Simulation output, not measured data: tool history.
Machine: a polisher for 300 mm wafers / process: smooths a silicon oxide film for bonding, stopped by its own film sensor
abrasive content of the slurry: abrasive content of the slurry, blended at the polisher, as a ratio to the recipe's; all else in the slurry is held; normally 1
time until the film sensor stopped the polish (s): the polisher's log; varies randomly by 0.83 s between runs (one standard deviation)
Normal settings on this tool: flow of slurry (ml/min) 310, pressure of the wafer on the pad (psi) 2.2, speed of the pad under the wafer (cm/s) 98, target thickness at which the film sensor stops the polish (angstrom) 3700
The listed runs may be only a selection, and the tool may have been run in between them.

run	hour	flow of slurry (ml/min)	pressure of the wafer on the pad (psi)	speed of the pad under the wafer (cm/s)	abrasive content of the slurry	target thickness at which the film sensor stops the polish (angstrom)	wafers since the last listed run	wafers polished on this pad	hours since the slurry nozzle was cleaned	hours since the head pressure was calibrated	hours since the slurry blender was calibrated	incoming thickness of the incoming film, nm	time until the film sensor stopped the polish (s)
1	0	310	2.2	98	1	3700	0	1757	125.4	306.3	101.9	427.3	58.1
2	57.8	310	2.2	98	1	3700	739	2497	183.2	364.1	159.7	411	43
3	93.4	310	2.2	98	1	3700	455	2953	218.8	399.7	195.3	415.9	46.9
4	122.7	310	2.2	98	1	3700	374	3327	248.1	429	224.6	417.7	51
5	176.2	310	2.2	98	1	3700	684	4012	301.6	482.5	278.1	422.9	56.6
6	203.4	310	2.2	116	1	3780	348	4360	328.8	509.7	305.3	415.3	34.9
7	248	310	2.2	128	1	3700	570	4931	373.4	554.3	349.9	419.9	43.2
# hour 275.9: worn pad replaced by a new one
8	313.8	310	2.4	88	1	3700	790	484	439.2	620.1	415.7	415.4	49.3
9	367.6	310	2.2	98	1	3700	688	1173	493	673.9	469.5	422.8	60.3
# hour 415.6: slurry nozzle cleaned
# hour 415.9: head pressure recalibrated
10	416.4	310	2.2	112	1	3700	609	1782	0.8	0.5	518.3	426.1	57.1
# hour 422.9: slurry blender recalibrated
11	452.7	240	2.2	98	1	3580	438	2221	37.1	36.8	29.8	419.7	64.7
12	502.4	395	2.9	98	1	3700	636	2857	86.8	86.5	79.5	424.3	43.6
13	559.4	310	2.2	108	0.85	3700	729	3586	143.8	143.5	136.5	424.2	55.6
14	591.7	310	2.2	98	1	3700	413	3999	176.1	175.8	168.8	416.2	48.1
15	648.9	310	2.2	98	0.8	3620	732	4731	233.3	233	226	419.6	66.8
# hour 732.9: worn pad replaced by a new one
16	780.8	415	2.2	66	1	3700	1636	613	365.2	364.9	357.9	417	66.5
17	839.8	310	2.2	82	1	3750	755	1368	424.2	423.9	416.9	418.9	57.3
# hour 900.6: slurry blender recalibrated
18	908.4	210	2.2	122	1.3	3700	852	2220	492.8	492.5	7.8	412.4	34.4
# hour 941.6: slurry nozzle cleaned
19	945.8	275	2.2	76	1	3700	465	2686	4.2	529.9	45.2	414.6	56.9
20	1002.7	350	2.2	98	1	3620	728	3414	61.1	586.8	102.1	420.1	57.7
21	1038.3	310	2.2	98	1	3700	455	3870	96.7	622.4	137.7	425	57.7
22	1082.9	310	2.7	66	1	3700	570	4440	141.3	667	182.3	421.9	62.8
23	1128.4	310	2.2	98	1	3700	582	5023	186.8	712.5	227.8	414.4	47
24	1152.5	310	2.2	98	1	3700	308	5331	210.9	736.6	251.9	421	53.4
# hour 1211.2: worn pad replaced by a new one
25	1224.3	310	1.9	84	0.7	3780	867	167	282.7	808.4	323.7	420.4	65.5
26	1276.2	310	2.2	98	1	3700	664	831	334.6	860.3	375.6	411.8	43.9
# hour 1280.1: head pressure recalibrated
27	1340.3	225	2.4	130	1	3700	794	1626	398.7	60.2	439.7	421.6	43.4
28	1394	310	2.2	98	1	3810	687	2313	452.4	113.9	493.4	421.1	45.9
# hour 1437: slurry blender recalibrated
29	1445.1	310	2.2	98	1	3700	628	2941	503.5	165	8.1	420.9	51.5

Here are 5 independent what-if runs from the current tool condition. What would each one return?
A	1445.5	310	2.2	98	1	3700	5	2946	503.9	165.4	8.5	424.7	?
B	1445.5	380	1.8	126	1	3700	5	2946	503.9	165.4	8.5	424.7	?
C	1445.5	240	2.2	98	1	3700	5	2946	503.9	165.4	8.5	424.7	?
D	1445.5	215	2.2	98	1	3700	5	2946	503.9	165.4	8.5	424.7	?
E	1445.5	310	2.2	98	0.75	3700	5	2946	503.9	165.4	8.5	424.7	?

run	time until the film sensor stopped the polish (s)
A	54.2
B	51.9
C	55.6
D	56.4
E	61.1
Stripped of hidden state, with their random variation kept, the same runs would have yielded:
run	time until the film sensor stopped the polish (s)
A	54
B	51.7
C	55.4
D	56.2
E	60.8

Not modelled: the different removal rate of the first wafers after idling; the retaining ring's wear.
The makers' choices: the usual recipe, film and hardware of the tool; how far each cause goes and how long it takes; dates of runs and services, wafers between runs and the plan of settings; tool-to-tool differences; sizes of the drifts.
